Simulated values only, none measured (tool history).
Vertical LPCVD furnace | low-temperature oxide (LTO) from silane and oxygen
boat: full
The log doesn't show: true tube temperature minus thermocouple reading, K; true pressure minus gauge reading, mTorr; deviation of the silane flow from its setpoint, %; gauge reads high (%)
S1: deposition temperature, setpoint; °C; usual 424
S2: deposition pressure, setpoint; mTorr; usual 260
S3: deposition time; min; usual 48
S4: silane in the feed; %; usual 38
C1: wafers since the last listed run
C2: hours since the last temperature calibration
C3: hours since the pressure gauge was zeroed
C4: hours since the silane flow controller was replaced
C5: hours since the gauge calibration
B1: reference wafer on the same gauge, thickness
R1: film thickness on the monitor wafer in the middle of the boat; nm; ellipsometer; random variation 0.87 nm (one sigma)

run	hour	S1	S2	S3	S4	C1	C2	C3	C4	C5	B1	R1
1	0	424	260	53	38	0	3271.6	3857.7	4100.6	359.5	537.97	669.21
2	32.4	424	260	53	38	430	3304	3890.1	4133	391.9	538.15	670.21
3	57.3	424	260	62.5	38	331	3328.9	3915	4157.9	416.8	537.96	788.95
4	86.2	424	260	62.5	38	384	3357.8	3943.9	4186.8	445.7	537.95	790.29
5	134.5	424	260	48	38	642	3406.1	3992.2	4235.1	494	537.69	606.18
6	197.8	424	260	48	38	841	3469.4	4055.5	4298.4	557.3	538.09	606.84
# hour 274.2: pressure gauge zeroed
# hour 289: thermocouples replaced and temperature profile calibrated
# hour 292.8: gauge calibrated
# hour 304.2: silane flow controller replaced
7	304.7	424	260	48	38	704	15.7	30.5	0.5	11.9	538.15	583.21
8	308.4	424	220	40.5	38	49	19.4	34.2	4.2	15.6	537.97	416.58
9	351.5	412	315	59	38	573	62.5	77.3	47.3	58.7	538.12	768.1
10	404	424	260	48	38	698	115	129.8	99.8	111.2	538.38	584.77

Forecast run 11:
11	432.4	424	310	54.5	45	377	143.4	158.2	128.2	139.6	?	?

Run 11 gave B1 537.94, R1 949.68 nm.
Without the tool's hidden state the same run would have given R1 940.6 nm.
